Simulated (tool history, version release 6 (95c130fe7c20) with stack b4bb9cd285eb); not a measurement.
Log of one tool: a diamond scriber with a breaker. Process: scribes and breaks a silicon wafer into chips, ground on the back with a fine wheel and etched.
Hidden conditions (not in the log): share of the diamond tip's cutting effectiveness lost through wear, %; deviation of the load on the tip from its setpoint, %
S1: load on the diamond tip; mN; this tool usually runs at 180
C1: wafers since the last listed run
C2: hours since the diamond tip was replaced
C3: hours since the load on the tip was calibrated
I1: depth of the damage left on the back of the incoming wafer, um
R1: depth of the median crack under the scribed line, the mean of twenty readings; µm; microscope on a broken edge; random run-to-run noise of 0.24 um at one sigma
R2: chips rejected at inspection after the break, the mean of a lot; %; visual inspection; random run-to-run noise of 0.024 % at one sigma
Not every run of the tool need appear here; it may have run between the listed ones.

run 1 hour=0.0 | S1=180 | C1=0 C2=357.6 C3=1030.5 | I1=0.36 | R1=10.25 R2=14.55
run 2 hour=26.1 | S1=180 | C1=58 C2=383.7 C3=1056.6 | I1=0.38 | R1=10.56 R2=15.51
run 3 hour=41.8 | S1=180 | C1=35 C2=399.4 C3=1072.3 | I1=0.62 | R1=10.61 R2=15.30
run 4 hour=69.0 | S1=180 | C1=60 C2=426.6 C3=1099.5 | I1=0.73 | R1=10.26 R2=15.35
run 5 hour=87.9 | S1=180 | C1=42 C2=445.5 C3=1118.4 | I1=0.58 | R1=10.20 R2=17.07
run 6 hour=120.9 | S1=180 | C1=73 C2=478.5 C3=1151.4 | I1=0.57 | R1=10.40 R2=16.73
run 7 hour=133.7 | S1=216 | C1=28 C2=491.3 C3=1164.2 | I1=0.78 | R1=12.42 R2=1.62
run 8 hour=168.9 | S1=180 | C1=78 C2=526.5 C3=1199.4 | I1=0.52 | R1=10.32 R2=18.63
-- hour=178.2 load on the tip recalibrated
run 9 hour=192.6 | S1=180 | C1=48 C2=550.2 C3=14.4 | I1=0.61 | R1=10.22 R2=17.36
-- hour=222.6 diamond tip replaced by a new one
run 10 hour=224.9 | S1=180 | C1=67 C2=2.3 C3=46.7 | I1=0.71 | R1=12.52 R2=0.80
run 11 hour=244.2 | S1=180 | C1=43 C2=21.6 C3=66.0 | I1=0.33 | R1=12.97 R2=1.22
run 12 hour=277.8 | S1=226 | C1=75 C2=55.2 C3=99.6 | I1=0.59 | R1=15.00 R2=7.86
run 13 hour=309.1 | S1=146 | C1=69 C2=86.5 C3=130.9 | I1=0.79 | R1=9.62 R2=28.34
run 14 hour=324.7 | S1=208 | C1=34 C2=102.1 C3=146.5 | I1=0.69 | R1=13.57 R2=1.06
run 15 hour=348.9 | S1=180 | C1=54 C2=126.3 C3=170.7 | I1=0.51 | R1=11.91 R2=4.98
run 16 hour=374.7 | S1=141 | C1=57 C2=152.1 C3=196.5 | I1=0.59 | R1=9.03 R2=41.02
run 17 hour=403.0 | S1=180 | C1=63 C2=180.4 C3=224.8 | I1=0.59 | R1=11.38 R2=6.64
run 18 hour=416.9 | S1=134 | C1=31 C2=194.3 C3=238.7 | I1=0.41 | R1=8.13 R2=49.46
run 19 hour=449.0 | S1=133 | C1=71 C2=226.4 C3=270.8 | I1=0.72 | R1=8.05 R2=57.98

Forecast each of these 4 alternatives for the next run:
run A hour=449.7 | S1=136 | C1=1 C2=227.1 C3=271.5 | I1=0.43 | R1=? R2=?
run B hour=449.7 | S1=220 | C1=1 C2=227.1 C3=271.5 | I1=0.43 | R1=? R2=?
run C hour=449.7 | S1=140 | C1=1 C2=227.1 C3=271.5 | I1=0.43 | R1=? R2=?
run D hour=449.7 | S1=232 | C1=1 C2=227.1 C3=271.5 | I1=0.43 | R1=? R2=?

run=A R1=8.22 R2=52.51
run=B R1=13.52 R2=0.96
run=C R1=8.50 R2=47.22
run=D R1=14.19 R2=2.93
What these runs would have given with no unlogged condition in the tool:
run=A R1=9.61 R2=28.03
run=B R1=15.81 R2=12.49
run=C R1=9.94 R2=22.92
run=D R1=16.59 R2=18.61
